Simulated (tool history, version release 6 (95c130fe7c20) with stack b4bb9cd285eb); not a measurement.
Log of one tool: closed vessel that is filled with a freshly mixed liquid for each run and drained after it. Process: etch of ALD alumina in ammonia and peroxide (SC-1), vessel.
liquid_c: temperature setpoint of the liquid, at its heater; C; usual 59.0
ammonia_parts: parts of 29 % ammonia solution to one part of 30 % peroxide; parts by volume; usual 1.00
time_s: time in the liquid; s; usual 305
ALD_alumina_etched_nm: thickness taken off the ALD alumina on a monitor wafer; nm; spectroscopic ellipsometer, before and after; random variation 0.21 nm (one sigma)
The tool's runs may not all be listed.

| run | hour | liquid_c | ammonia_parts | time_s | read-back film thickness of the ALD alumina reference wafer, read on the same gauge (nm) | ALD_alumina_etched_nm |
|---|---|---|---|---|---|---|
| 1 | 0.0 | 61.5 | 1.00 | 410 | 120.00 | 45.43 |
| 2 | 87.5 | 52.5 | 1.00 | 305 | 120.02 | 21.35 |
| 3 | 131.0 | 52.5 | 1.00 | 305 | 120.02 | 21.29 |
| 4 | 212.6 | 52.5 | 1.00 | 305 | 119.95 | 21.26 |
| 5 | 335.9 | 59.0 | 1.00 | 380 | 120.01 | 37.19 |
| 6 | 435.6 | 59.0 | 1.00 | 375 | 119.99 | 37.23 |
|  | 498.3 | new drum of ammonia solution connected |
| 7 | 501.2 | 59.0 | 1.00 | 375 | 119.99 | 36.97 |
|  | 511.3 | ammonia flow meter replaced |
| 8 | 700.5 | 59.0 | 1.00 | 375 | 120.03 | 37.52 |
| 9 | 753.8 | 50.5 | 0.60 | 305 | 119.93 | 18.12 |
| 10 | 818.2 | 61.5 | 1.00 | 155 | 119.94 | 17.27 |
| 11 | 865.4 | 64.0 | 0.80 | 305 | 120.00 | 37.93 |
| 12 | 960.9 | 59.0 | 0.85 | 305 | 120.02 | 29.70 |
| 13 | 1046.0 | 59.0 | 0.50 | 305 | 120.02 | 28.01 |
| 14 | 1126.0 | 59.0 | 1.20 | 400 | 120.00 | 40.23 |
|  | 1136.6 | new drum of ammonia solution connected |
|  | 1159.2 | gauge calibrated |
| 15 | 1177.1 | 59.0 | 1.00 | 305 | 120.03 | 30.46 |
| 16 | 1241.5 | 63.0 | 1.20 | 480 | 120.03 | 58.67 |
|  | 1293.3 | thermometer replaced |
| 17 | 1356.0 | 49.0 | 1.20 | 305 | 120.04 | 18.08 |
| 18 | 1432.5 | 59.0 | 0.55 | 305 | 120.00 | 28.37 |
| 19 | 1471.1 | 52.0 | 0.75 | 195 | 120.01 | 13.06 |
|  | 1517.0 | ammonia flow meter replaced |
| 20 | 1520.3 | 59.0 | 1.00 | 305 | 120.00 | 30.25 |
| 21 | 1612.5 | 59.0 | 1.00 | 450 | 120.01 | 44.03 |
| 22 | 1694.1 | 66.5 | 1.20 | 445 | 120.01 | 65.20 |
|  | 1789.9 | new drum of ammonia solution connected |
| 23 | 1798.5 | 59.0 | 1.00 | 305 | 119.93 | 30.15 |
| 24 | 1870.1 | 59.0 | 1.00 | 460 | 120.00 | 46.24 |
| 25 | 1942.2 | 61.5 | 1.00 | 410 | 119.98 | 45.68 |
| 26 | 2008.5 | 59.0 | 1.00 | 305 | 120.05 | 30.09 |
| 27 | 2177.0 | 59.0 | 1.00 | 305 | 120.07 | 30.33 |
| 28 | 2245.8 | 59.0 | 1.00 | 305 | 119.99 | 29.96 |
| 29 | 2330.1 | 59.0 | 1.20 | 390 | 120.02 | 39.22 |

4 ways to go on from here, each from the tool as it stands after run 29. What would each give?
| A | 2330.8 | 59.0 | 1.00 | 245 | ? | ? |
| B | 2330.8 | 55.5 | 0.65 | 305 | ? | ? |
| C | 2330.8 | 50.5 | 1.00 | 305 | ? | ? |
| D | 2330.8 | 65.0 | 1.00 | 215 | ? | ? |

| run | read-back film thickness of the ALD alumina reference wafer, read on the same gauge (nm) | ALD_alumina_etched_nm |
|---|---|---|
| A | 120.00 | 24.39 |
| B | 120.00 | 24.27 |
| C | 120.00 | 19.31 |
| D | 120.00 | 29.00 |
Without the tool's hidden state the same runs would have given:
| run | ALD_alumina_etched_nm |
|---|---|
| A | 24.39 |
| B | 24.27 |
| C | 19.31 |
| D | 29.00 |
